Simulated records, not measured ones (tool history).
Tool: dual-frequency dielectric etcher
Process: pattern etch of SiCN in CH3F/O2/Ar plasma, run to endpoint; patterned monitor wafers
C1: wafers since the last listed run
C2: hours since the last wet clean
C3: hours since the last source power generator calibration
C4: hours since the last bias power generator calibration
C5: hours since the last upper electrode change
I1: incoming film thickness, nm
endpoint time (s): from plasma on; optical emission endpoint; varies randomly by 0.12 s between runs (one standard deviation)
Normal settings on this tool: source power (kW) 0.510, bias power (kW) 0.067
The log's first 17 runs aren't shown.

Run 18, hour 923.3: usual settings but source power (kW) 0.620, bias power (kW) 0.080; C1 946; C2 522.5; C3 575.4; C4 372.3; C5 5287.7; I1 7.19. Result: endpoint time (s) 14.3.
Run 19, hour 969.1: usual settings but source power (kW) 0.610, bias power (kW) 0.073; C1 949; C2 568.3; C3 621.2; C4 418.1; C5 5333.5; I1 7.23. Result: endpoint time (s) 15.0.
At hour 1011.1: wet clean of the chamber.
At hour 1012.8: upper electrode replaced.
Run 20, hour 1025.1: usual settings; C1 628; C2 14.0; C3 677.2; C4 474.1; C5 12.3; I1 7.17. Result: endpoint time (s) 17.7.
Run 21, hour 1058.0: usual settings but source power (kW) 0.580, bias power (kW) 0.062; C1 681; C2 46.9; C3 710.1; C4 507.0; C5 45.2; I1 7.21. Result: endpoint time (s) 16.9.
Run 22, hour 1092.6: usual settings but source power (kW) 0.420; C1 716; C2 81.5; C3 744.7; C4 541.6; C5 79.8; I1 7.26. Result: endpoint time (s) 20.3.
Run 23, hour 1145.5: usual settings; C1 1096; C2 134.4; C3 797.6; C4 594.5; C5 132.7; I1 7.18. Result: endpoint time (s) 17.4.
Run 24, hour 1174.3: usual settings but source power (kW) 0.430, bias power (kW) 0.076; C1 596; C2 163.2; C3 826.4; C4 623.3; C5 161.5; I1 7.15. Result: endpoint time (s) 18.8.
Run 25, hour 1208.0: usual settings but source power (kW) 0.620, bias power (kW) 0.057; C1 698; C2 196.9; C3 860.1; C4 657.0; C5 195.2; I1 7.23. Result: endpoint time (s) 16.4.
Run 26, hour 1247.7: usual settings but source power (kW) 0.630, bias power (kW) 0.051; C1 822; C2 236.6; C3 899.8; C4 696.7; C5 234.9; I1 7.20. Result: endpoint time (s) 16.6.
Run 27, hour 1296.8: usual settings; C1 1017; C2 285.7; C3 948.9; C4 745.8; C5 284.0; I1 7.27. Result: endpoint time (s) 17.8.
Run 28, hour 1360.1: usual settings; C1 1311; C2 349.0; C3 1012.2; C4 809.1; C5 347.3; I1 7.21. Result: endpoint time (s) 17.1.
Run 29, hour 1419.6: usual settings but source power (kW) 0.560, bias power (kW) 0.084; C1 1232; C2 408.5; C3 1071.7; C4 868.6; C5 406.8; I1 7.25. Result: endpoint time (s) 15.4.
Run 30, hour 1461.7: usual settings but source power (kW) 0.590, bias power (kW) 0.082; C1 872; C2 450.6; C3 1113.8; C4 910.7; C5 448.9; I1 7.18. Result: endpoint time (s) 14.9.

The next listed run, before its measurement:
Run 31, hour 1495.9: usual settings but source power (kW) 0.610, bias power (kW) 0.079; C1 708; C2 484.8; C3 1148.0; C4 944.9; C5 483.1; I1 7.29. Result: endpoint time (s) ?.

endpoint time (s): 15.0
Take away the tool's hidden state, keep the run-to-run variation as it was, and the same run would have given endpoint time (s) 15.4.

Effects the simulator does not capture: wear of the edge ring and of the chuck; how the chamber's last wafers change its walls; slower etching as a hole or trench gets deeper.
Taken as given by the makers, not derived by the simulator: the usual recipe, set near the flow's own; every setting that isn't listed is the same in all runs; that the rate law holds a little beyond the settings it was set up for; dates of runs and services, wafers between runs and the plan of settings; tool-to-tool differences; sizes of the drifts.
